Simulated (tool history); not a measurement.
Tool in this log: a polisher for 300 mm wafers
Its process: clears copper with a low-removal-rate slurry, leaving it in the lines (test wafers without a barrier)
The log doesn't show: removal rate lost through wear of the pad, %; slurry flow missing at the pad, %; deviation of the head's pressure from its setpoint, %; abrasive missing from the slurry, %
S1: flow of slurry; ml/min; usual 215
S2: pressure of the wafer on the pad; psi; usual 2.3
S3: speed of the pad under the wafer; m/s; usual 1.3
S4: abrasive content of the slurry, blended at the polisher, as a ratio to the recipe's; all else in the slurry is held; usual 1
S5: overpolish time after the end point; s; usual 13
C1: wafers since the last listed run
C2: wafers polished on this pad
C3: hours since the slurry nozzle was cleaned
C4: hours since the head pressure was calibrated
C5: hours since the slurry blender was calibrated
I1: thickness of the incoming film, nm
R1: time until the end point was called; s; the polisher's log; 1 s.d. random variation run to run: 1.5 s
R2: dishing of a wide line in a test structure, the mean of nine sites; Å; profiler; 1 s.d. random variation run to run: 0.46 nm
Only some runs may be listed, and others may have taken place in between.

run 1 hour=0 | S1=215 S2=2.3 S3=1.3 S4=1 S5=13 | C1=0 C2=2290 C3=279.3 C4=1333 C5=185.9 | I1=263.6 | R1=110.5 R2=166
run 2 hour=33 | S1=215 S2=2.3 S3=1.3 S4=1 S5=13 | C1=270 C2=2561 C3=312.3 C4=1366 C5=218.9 | I1=265.4 | R1=113.1 R2=163
run 3 hour=82.1 | S1=215 S2=2.7 S3=1.3 S4=1 S5=13 | C1=403 C2=2964 C3=361.4 C4=1415.1 C5=268 | I1=268.2 | R1=98 R2=190
-- hour=128.6 worn pad replaced by a new one
run 4 hour=129.4 | S1=215 S2=2.3 S3=1.3 S4=1 S5=13 | C1=355 C2=6 C3=408.7 C4=1462.4 C5=315.3 | I1=261.2 | R1=114.7 R2=170
run 5 hour=166.3 | S1=215 S2=2.3 S3=1.3 S4=1 S5=13 | C1=302 C2=309 C3=445.6 C4=1499.3 C5=352.2 | I1=263.6 | R1=116.9 R2=168
-- hour=176.3 slurry blender recalibrated
run 6 hour=228.3 | S1=215 S2=2.3 S3=1.3 S4=1 S5=13 | C1=492 C2=801 C3=507.6 C4=1561.3 C5=52 | I1=263.9 | R1=111.9 R2=171
-- hour=252.3 head pressure recalibrated
run 7 hour=255.8 | S1=215 S2=2.3 S3=1.3 S4=1 S5=13 | C1=209 C2=1011 C3=535.1 C4=3.5 C5=79.5 | I1=264.8 | R1=102.1 R2=185
run 8 hour=314.7 | S1=215 S2=2.3 S3=1.08 S4=1 S5=13 | C1=483 C2=1494 C3=594 C4=62.4 C5=138.4 | I1=264.1 | R1=118.7 R2=161
run 9 hour=360.9 | S1=240 S2=2.3 S3=1.3 S4=1.2 S5=13 | C1=379 C2=1874 C3=640.2 C4=108.6 C5=184.6 | I1=265.5 | R1=101.9 R2=183
-- hour=371.6 slurry nozzle cleaned
run 10 hour=412.5 | S1=265 S2=3 S3=1.3 S4=0.9 S5=13 | C1=415 C2=2289 C3=40.9 C4=160.2 C5=236.2 | I1=266.6 | R1=80.8 R2=205
-- hour=501.4 worn pad replaced by a new one
run 11 hour=549.4 | S1=215 S2=2.3 S3=1.52 S4=1 S5=13 | C1=1091 C2=394 C3=177.8 C4=297.1 C5=373.1 | I1=263 | R1=96.1 R2=181
run 12 hour=605.7 | S1=215 S2=2.3 S3=1.3 S4=1 S5=9 | C1=462 C2=856 C3=234.1 C4=353.4 C5=429.4 | I1=264.7 | R1=111 R2=126
run 13 hour=641.9 | S1=215 S2=2.3 S3=1.3 S4=1.3 S5=13 | C1=297 C2=1153 C3=270.3 C4=389.6 C5=465.6 | I1=269.3 | R1=108.1 R2=175
-- hour=651.5 slurry blender recalibrated
run 14 hour=703.9 | S1=215 S2=2.3 S3=1.3 S4=1 S5=13 | C1=492 C2=1646 C3=332.3 C4=451.6 C5=52.4 | I1=265.3 | R1=105.5 R2=187
run 15 hour=748.6 | S1=215 S2=2.6 S3=1.3 S4=1.1 S5=10 | C1=367 C2=2013 C3=377 C4=496.3 C5=97.1 | I1=259.4 | R1=89.8 R2=161
run 16 hour=885.6 | S1=250 S2=2.3 S3=1.14 S4=1.2 S5=8 | C1=1124 C2=3138 C3=514 C4=633.3 C5=234.1 | I1=267.4 | R1=112.7 R2=117

The next listed run, before its measurement:
run 17 hour=928.4 | S1=215 S2=2.9 S3=1.62 S4=1 S5=13 | C1=351 C2=3489 C3=556.8 C4=676.1 C5=276.9 | I1=263.9 | R1=? R2=?

Run 17 gave R1 72.1 s, R2 213 Å.
With no hidden state in the tool, this same run would have given R1 65.9 s, R2 224 Å.

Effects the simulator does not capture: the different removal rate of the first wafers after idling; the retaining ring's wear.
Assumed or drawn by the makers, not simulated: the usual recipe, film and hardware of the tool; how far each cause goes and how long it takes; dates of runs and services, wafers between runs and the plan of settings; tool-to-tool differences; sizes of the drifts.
